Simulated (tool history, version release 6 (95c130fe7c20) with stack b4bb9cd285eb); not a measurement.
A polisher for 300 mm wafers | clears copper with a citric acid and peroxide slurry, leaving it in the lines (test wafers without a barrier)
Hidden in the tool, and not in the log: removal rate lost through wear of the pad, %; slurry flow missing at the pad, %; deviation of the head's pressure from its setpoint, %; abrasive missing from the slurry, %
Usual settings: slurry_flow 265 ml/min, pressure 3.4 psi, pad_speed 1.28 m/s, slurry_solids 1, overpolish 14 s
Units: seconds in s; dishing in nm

run    hour  slurry_flow  pressure  pad_speed  slurry_solids  overpolish  wafers since the last listed run  wafers polished on this pad  hours since the slurry nozzle was cleaned  hours since the head pressure was calibrated  hours since the slurry blender was calibrated  incoming thickness of the incoming film, nm  seconds  dishing
  1       0          265       3.4       1.28              1          14                                 0                         5333                                      414.3                                        1041.8                                          363.7                                        387.5      159       24
  2    77.5          265       3.4       1.28              1          14                               792                         6125                                      491.8                                        1119.3                                          441.2                                        386.7    156.8     23.3
       93.7  -- worn pad replaced by a new one
      177.1  -- slurry blender recalibrated
  3     185          265       3.4       0.96              1          14                              1037                          912                                      599.3                                        1226.8                                            7.9                                        391.1    191.9     19.8
      210.6  -- slurry nozzle cleaned
  4   269.1          265       3.4       1.28              1          14                               849                         1762                                       58.5                                        1310.9                                             92                                        392.4    159.4     24.2
  5   342.2          265       3.4       1.28              1          14                               747                         2510                                      131.6                                          1384                                          165.1                                        395.8    163.6     22.9
  6   443.5          265       3.4       1.28              1          14                              1035                         3546                                      232.9                                        1485.3                                          266.4                                        384.1    156.6     23.4
  7   542.7          265       3.4       1.28              1          14                              1014                         4560                                      332.1                                        1584.5                                          365.6                                        394.3    162.3       23
      611.6  -- head pressure recalibrated
  8   634.2          265       3.4       1.28              1          14                               915                         5475                                      423.6                                          22.6                                          457.1                                          382    157.7     23.5
  9   686.1          265       2.5       1.42              1          14                               530                         6006                                      475.5                                          74.5                                            509                                        395.4    203.1     19.4
 10   747.5          265       2.4       1.28              1          14                               627                         6634                                      536.9                                         135.9                                          570.4                                        391.6    222.6     17.5
        801  -- worn pad replaced by a new one
 11   801.5          265       3.4       1.14            0.9          10                               511                            5                                      590.9                                         189.9                                          624.4                                        388.4    178.4     15.2
      836.8  -- slurry blender recalibrated
      857.8  -- slurry nozzle cleaned
 12     863          265       3.4       1.28              1          14                               598                          603                                        5.2                                         251.4                                           26.2                                        390.2    164.3     24.3
 13   968.4          265       2.7       0.96              1          12                              1077                         1681                                      110.6                                         356.8                                          131.6                                        387.7    246.4     13.9
 14  1041.9          265       3.4       1.28              1          14                               751                         2433                                      184.1                                         430.3                                          205.1                                          392    163.3     23.3
 15  1196.4          205       3.4       1.28           0.75          17                              1579                         4012                                      338.6                                         584.8                                          359.6                                        393.1    175.9       27
 16  1263.3          350       3.4       1.28              1          14                               684                         4697                                      405.5                                         651.7                                          426.5                                        382.5    155.3       24
 17    1373          265       3.9       1.46           0.75           7                              1121                         5818                                      515.2                                         761.4                                          536.2                                        392.5    138.8     15.1
       1416  -- worn pad replaced by a new one
 18  1434.1          265       2.4       1.28              1          14                               583                          184                                      576.3                                         822.5                                          597.3                                        398.4    235.9     17.3
 19  1493.9          305       3.8       1.54              1          14                               611                          796                                      636.1                                         882.3                                          657.1                                        393.4    127.1     29.4
     1514.7  -- slurry blender recalibrated
 20  1530.9          265       4.3       1.28            1.3          20                               357                         1154                                      673.1                                         919.3                                           16.2                                        389.1    119.5     42.4
     1532.1  -- slurry nozzle cleaned
 21  1621.7          265       3.4       1.28              1          14                               918                         2072                                       89.6                                        1010.1                                            107                                        388.3    160.7     23.7
 22    1658          265       3.4       1.28            0.7          14                               371                         2443                                      125.9                                        1046.4                                          143.3                                        385.5    175.6     22.1
 23  1715.3          265       2.3       1.28              1          14                               585                         3029                                      183.2                                        1103.7                                          200.6                                        392.5    233.4     15.9
     1940.5  -- head pressure recalibrated
     1976.7  -- worn pad replaced by a new one
 24  1984.2          265       4.1       1.66              1          17                              2688                           76                                      452.1                                          43.7                                          469.5                                        394.9    111.9     39.2
 25  2086.2          330       2.9       1.28              1          11                              1043                         1119                                      554.1                                         145.7                                          571.5                                        397.1    183.5     16.7
     2103.7  -- slurry blender recalibrated
     2127.3  -- slurry nozzle cleaned
 26  2128.2          265       3.4       1.28           0.75           7                               398                         1518                                        0.9                                         187.7                                           24.5                                        390.3    173.8     12.1
 27  2228.6          265       3.4       1.64           0.85          14                              1026                         2544                                      101.3                                         288.1                                          124.9                                        390.3    140.9     27.2

5 ways to go on from here, each from the tool as it stands after run 27. What would each give?
  A  2229.1          265       3.4       1.28              1          14                                 5                         2549                                      101.8                                         288.6                                          125.4                                        394.2        ?        ?
  B  2229.1          190       3.4        1.5              1          14                                 5                         2549                                      101.8                                         288.6                                          125.4                                        394.2        ?        ?
  C  2229.1          265       3.4       1.28            1.1          14                                 5                         2549                                      101.8                                         288.6                                          125.4                                        394.2        ?        ?
  D  2229.1          210       3.4       1.28            1.1          14                                 5                         2549                                      101.8                                         288.6                                          125.4                                        394.2        ?        ?
  E  2229.1          300       3.4       1.14            0.8          17                                 5                         2549                                      101.8                                         288.6                                          125.4                                        394.2        ?        ?

run  seconds  dishing
  A    160.3     23.6
  B    146.4     25.6
  C      157       24
  D    159.8     23.7
  E    180.8     25.2
Without the tool's hidden state the same runs would have given:
run  seconds  dishing
  A    160.3     23.6
  B    146.4     25.6
  C      157       24
  D    159.8     23.7
  E    180.8     25.2

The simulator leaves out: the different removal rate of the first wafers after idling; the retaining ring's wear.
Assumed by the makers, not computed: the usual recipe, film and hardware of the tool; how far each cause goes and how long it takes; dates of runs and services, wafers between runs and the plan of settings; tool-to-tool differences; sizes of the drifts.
